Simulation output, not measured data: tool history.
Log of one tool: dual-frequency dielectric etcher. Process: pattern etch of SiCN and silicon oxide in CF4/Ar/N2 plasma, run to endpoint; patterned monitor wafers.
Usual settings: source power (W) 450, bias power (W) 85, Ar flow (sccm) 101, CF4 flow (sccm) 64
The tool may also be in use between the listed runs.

run     day  source power (W)  bias power (W)  Ar flow (sccm)  CF4 flow (sccm)  wafers since the last listed run  hours since the last wet clean  hours since the last source power generator calibration  hours since the last bias power generator calibration  hours since the last Ar flow controller change  hours since the last CF4 flow controller change  hours since the last upper electrode change  incoming incoming film thickness, nm  endpoint time (s)
  1   0.000               450              85             101               64                                 0                            24.7                                                   2526.3                                                 1558.5                                          4615.9                                           4927.4                                       5886.9                                 17.11               18.6
  2   0.717               450              85             101               64                               248                            41.9                                                   2543.5                                                 1575.7                                          4633.1                                           4944.6                                       5904.1                                 16.79               18.1
  3   0.992               450              85             101               64                                95                            48.5                                                   2550.1                                                 1582.3                                          4639.7                                           4951.2                                       5910.7                                 17.11               18.4
  4   1.438               450              85             101               64                               154                            59.2                                                   2560.8                                                 1593.0                                          4650.4                                           4961.9                                       5921.4                                 17.19               18.6
  5   2.129               450              85             101               64                               239                            75.8                                                   2577.4                                                 1609.6                                          4667.0                                           4978.5                                       5938.0                                 16.72               18.1
  6   2.875               450              85             117               64                               258                            93.7                                                   2595.3                                                 1627.5                                          4684.9                                           4996.4                                       5955.9                                 16.83               18.7
      3.154  -- source power generator calibrated
      3.538  -- bias power generator calibrated
  7   3.558               450              85              77               64                               121                           110.1                                                      9.7                                                    0.5                                          4701.3                                           5012.8                                       5972.3                                 16.96               18.0
  8   3.825               390             104             110               79                                92                           116.5                                                     16.1                                                    6.9                                          4707.7                                           5019.2                                       5978.7                                 16.90               18.5
  9   4.196               450              85             122               64                               128                           125.4                                                     25.0                                                   15.8                                          4716.6                                           5028.1                                       5987.6                                 16.96               19.0
 10   4.729               450              85              85               64                               184                           138.2                                                     37.8                                                   28.6                                          4729.4                                           5040.9                                       6000.4                                 16.82               17.9
      5.371  -- CF4 flow controller replaced
 11   5.392               450              85             101               64                               142                           154.1                                                     53.7                                                   44.5                                          4745.3                                              0.5                                       6016.3                                 16.72               18.3
 12   5.992               450              85             101               64                               207                           168.5                                                     68.1                                                   58.9                                          4759.7                                             14.9                                       6030.7                                 16.87               18.5
      6.288  -- Ar flow controller replaced
 13   6.475               450              67             101               64                                80                           180.1                                                     79.7                                                   70.5                                             4.5                                             26.5                                       6042.3                                 16.60               20.4
      7.854  -- upper electrode replaced
 14   7.875               550              85             114               64                               138                           213.7                                                    113.3                                                  104.1                                            38.1                                             60.1                                          0.5                                 16.85               15.9
 15   7.888               490              85             101               48                                 4                           214.0                                                    113.6                                                  104.4                                            38.4                                             60.4                                          0.8                                 16.85               18.7
 16   8.000               450              85             101               50                                38                           216.7                                                    116.3                                                  107.1                                            41.1                                             63.1                                          3.5                                 16.85               19.9
 17   8.408               450              85             101               64                               141                           226.5                                                    126.1                                                  116.9                                            50.9                                             72.9                                         13.3                                 17.09               19.0
 18   8.675               450              85             101               79                                92                           232.9                                                    132.5                                                  123.3                                            57.3                                             79.3                                         19.7                                 16.92               18.1
 19   9.329               450              85             112               64                               226                           248.6                                                    148.2                                                  139.0                                            73.0                                             95.0                                         35.4                                 16.91               19.2
 20   9.708               450              85             101               78                               131                           257.7                                                    157.3                                                  148.1                                            82.1                                            104.1                                         44.5                                 16.86               17.9
 21  10.358               450              85             101               64                               225                           273.3                                                    172.9                                                  163.7                                            97.7                                            119.7                                         60.1                                 16.78               18.7
 22  10.979               380              72             101               64                               215                           288.2                                                    187.8                                                  178.6                                           112.6                                            134.6                                         75.0                                 16.99               23.5
 23  11.479               510              69              89               52                               173                           300.2                                                    199.8                                                  190.6                                           124.6                                            146.6                                         87.0                                 16.83               19.5
 24  11.892               450              85             101               64                               142                           310.1                                                    209.7                                                  200.5                                           134.5                                            156.5                                         96.9                                 16.84               18.8
 25  12.208               420              85              78               60                               109                           317.7                                                    217.3                                                  208.1                                           142.1                                            164.1                                        104.5                                 16.95               19.7

Forecast each of these 3 alternatives for the next run:
  A  12.225               450              85             101               54                                 5                           318.1                                                    217.7                                                  208.5                                           142.5                                            164.5                                        104.9                                 17.00                  ?
  B  12.225               350             100              85               72                                 5                           318.1                                                    217.7                                                  208.5                                           142.5                                            164.5                                        104.9                                 17.00                  ?
  C  12.225               500              85              79               64                                 5                           318.1                                                    217.7                                                  208.5                                           142.5                                            164.5                                        104.9                                 17.00                  ?

run  endpoint time (s)
  A               19.8
  B               20.7
  C               16.9
Without the tool's hidden state the same runs would have given:
run  endpoint time (s)
  A               19.0
  B               19.8
  C               16.2
